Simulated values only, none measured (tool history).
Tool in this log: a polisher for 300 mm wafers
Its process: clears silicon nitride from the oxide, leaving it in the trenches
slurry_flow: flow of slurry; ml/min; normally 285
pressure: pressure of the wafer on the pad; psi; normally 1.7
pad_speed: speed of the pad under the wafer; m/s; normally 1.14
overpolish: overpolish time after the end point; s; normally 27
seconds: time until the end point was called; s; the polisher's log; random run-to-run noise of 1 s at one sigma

run    hour  slurry_flow  pressure  pad_speed  overpolish  incoming thickness of the incoming film, nm  seconds
  1     0.0          285       1.7       0.96          27                                         64.5    149.8
  2    99.3          285       1.7       0.96          27                                         64.9    151.9
      176.7  -- head pressure recalibrated
  3   199.3          310       1.7       0.86          27                                         65.2    169.8
      253.3  -- worn pad replaced by a new one
  4   305.9          285       1.7       1.14          39                                         64.4    123.4
      357.4  -- slurry nozzle cleaned
  5   357.9          285       1.4       1.14          27                                         65.9    156.3
  6   425.0          285       1.7       1.14          27                                         65.7    132.6
  7   502.1          285       1.7       1.14          27                                         65.7    132.0
      541.4  -- worn pad replaced by a new one
  8   595.4          285       1.7       1.14          27                                         64.7    126.9
  9   633.9          285       1.7       1.38          34                                         65.3    106.3
      699.8  -- head pressure recalibrated
 10   726.6          285       1.7       1.38          34                                         63.9    107.5
      765.6  -- slurry nozzle cleaned
 11   818.2          285       1.7       1.38          34                                         66.3    109.4
 12   883.9          340       1.1       1.14          15                                         65.1    202.6
      888.3  -- worn pad replaced by a new one
 13   962.0          285       1.7       1.38          34                                         65.5    106.3
 14  1039.6          285       1.7       1.14          27                                         65.6    130.2
     1081.0  -- slurry nozzle cleaned
 15  1120.7          365       1.3       1.34          27                                         66.1    146.6
     1192.9  -- head pressure recalibrated
     1195.5  -- worn pad replaced by a new one
 16  1199.7          380       2.0       1.42          22                                         65.3     83.4
 17  1240.8          285       1.7       1.14          27                                         64.5    124.1
 18  1305.5          340       2.1       1.44          18                                         64.8     81.1
 19  1412.6          285       1.9       1.14          33                                         65.2    116.3
     1492.9  -- slurry nozzle cleaned
 20  1518.8          360       2.1       1.14          40                                         65.3    103.1
     1545.1  -- worn pad replaced by a new one
 21  1621.1          285       2.0       1.14          27                                         64.5    105.6
 22  1676.8          285       1.7       1.14          27                                         65.3    127.8

Consider 4 possible next runs. They are alternatives, not a sequence: every one starts from the tool as it was left by run 22. What does each give?
  A  1677.3          285       1.3       1.14          27                                         64.2        ?
  B  1677.3          360       1.1       1.14          22                                         64.2        ?
  C  1677.3          285       1.3       1.32          12                                         64.2        ?
  D  1677.3          190       1.3       1.14          27                                         64.2        ?

run  seconds
  A    166.3
  B    193.9
  C    144.9
  D    170.5
Without the tool's hidden state the same runs would have given:
run  seconds
  A    157.5
  B    183.6
  C    137.2
  D    161.4

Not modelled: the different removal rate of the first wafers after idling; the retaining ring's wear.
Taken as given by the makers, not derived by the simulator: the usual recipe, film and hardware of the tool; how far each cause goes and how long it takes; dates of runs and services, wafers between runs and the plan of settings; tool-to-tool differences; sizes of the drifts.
